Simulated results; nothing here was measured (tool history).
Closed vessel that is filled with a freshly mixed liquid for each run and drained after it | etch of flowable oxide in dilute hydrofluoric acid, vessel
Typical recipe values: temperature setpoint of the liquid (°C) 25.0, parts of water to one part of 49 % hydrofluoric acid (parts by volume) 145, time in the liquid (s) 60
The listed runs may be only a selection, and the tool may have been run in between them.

| run | hour | temperature setpoint of the liquid (°C) | parts of water to one part of 49 % hydrofluoric acid (parts by volume) | time in the liquid (s) | read-back film thickness of the flowable oxide reference wafer, read on the same gauge (nm) | thickness taken off the flowable oxide on a monitor wafer (nm) |
|---|---|---|---|---|---|---|
| 1 | 0.0 | 25.0 | 145 | 70 | 151.11 | 16.14 |
| 2 | 107.1 | 25.0 | 145 | 60 | 151.64 | 13.85 |
| 3 | 204.6 | 25.0 | 145 | 60 | 152.33 | 13.95 |
| 4 | 240.9 | 25.0 | 145 | 60 | 152.57 | 14.02 |
| 5 | 290.0 | 25.0 | 145 | 60 | 152.89 | 13.82 |
| 6 | 350.4 | 25.0 | 145 | 60 | 153.37 | 13.88 |
| 7 | 438.4 | 25.0 | 145 | 60 | 154.12 | 14.20 |
| 8 | 537.8 | 25.0 | 145 | 60 | 155.07 | 14.31 |
| 9 | 637.8 | 22.0 | 145 | 60 | 156.11 | 12.73 |
| 10 | 735.6 | 22.0 | 145 | 60 | 157.18 | 12.77 |
|  | 772.1 | thermometer replaced |
| 11 | 836.1 | 25.0 | 145 | 60 | 158.43 | 14.48 |
| 12 | 881.8 | 25.0 | 145 | 60 | 159.00 | 14.52 |
|  | 917.3 | gauge calibrated |
| 13 | 933.8 | 25.0 | 145 | 60 | 149.09 | 13.55 |
| 14 | 1019.4 | 25.0 | 105 | 60 | 149.10 | 19.49 |
| 15 | 1083.6 | 25.0 | 105 | 60 | 149.23 | 19.80 |
| 16 | 1125.4 | 25.0 | 90 | 90 | 149.28 | 35.12 |
| 17 | 1175.3 | 25.0 | 105 | 60 | 149.38 | 19.80 |
| 18 | 1280.3 | 25.0 | 145 | 70 | 149.65 | 15.94 |
| 19 | 1319.7 | 25.0 | 145 | 80 | 149.83 | 18.23 |
|  | 1333.1 | hydrofluoric acid flow meter replaced |
| 20 | 1388.4 | 20.5 | 145 | 30 | 150.13 | 5.77 |
| 21 | 1436.9 | 25.0 | 145 | 60 | 150.33 | 13.75 |
| 22 | 1479.1 | 21.5 | 195 | 80 | 150.55 | 11.24 |
| 23 | 1519.0 | 25.0 | 145 | 60 | 150.75 | 13.74 |
| 24 | 1591.8 | 25.0 | 145 | 60 | 151.19 | 13.65 |
| 25 | 1642.3 | 22.0 | 215 | 60 | 151.52 | 7.74 |
| 26 | 1699.7 | 22.5 | 165 | 35 | 151.94 | 6.31 |
| 27 | 1752.5 | 20.5 | 85 | 90 | 152.33 | 31.90 |
| 28 | 1809.7 | 21.5 | 125 | 60 | 152.74 | 14.38 |
| 29 | 1883.8 | 28.5 | 125 | 40 | 153.42 | 12.64 |
| 30 | 1952.7 | 25.0 | 145 | 60 | 154.06 | 14.00 |

What if the next run were any one of these 3? Each begins from the tool's condition after run 30:
| A | 1953.4 | 25.0 | 145 | 60 | ? | ? |
| B | 1953.4 | 22.0 | 180 | 30 | ? | ? |
| C | 1953.4 | 27.5 | 145 | 35 | ? | ? |

| run | read-back film thickness of the flowable oxide reference wafer, read on the same gauge (nm) | thickness taken off the flowable oxide on a monitor wafer (nm) |
|---|---|---|
| A | 154.05 | 14.03 |
| B | 154.05 | 4.85 |
| C | 154.05 | 8.99 |
What these runs would have given with no unlogged condition in the tool:
| run | thickness taken off the flowable oxide on a monitor wafer (nm) |
|---|---|
| A | 13.66 |
| B | 4.72 |
| C | 8.75 |

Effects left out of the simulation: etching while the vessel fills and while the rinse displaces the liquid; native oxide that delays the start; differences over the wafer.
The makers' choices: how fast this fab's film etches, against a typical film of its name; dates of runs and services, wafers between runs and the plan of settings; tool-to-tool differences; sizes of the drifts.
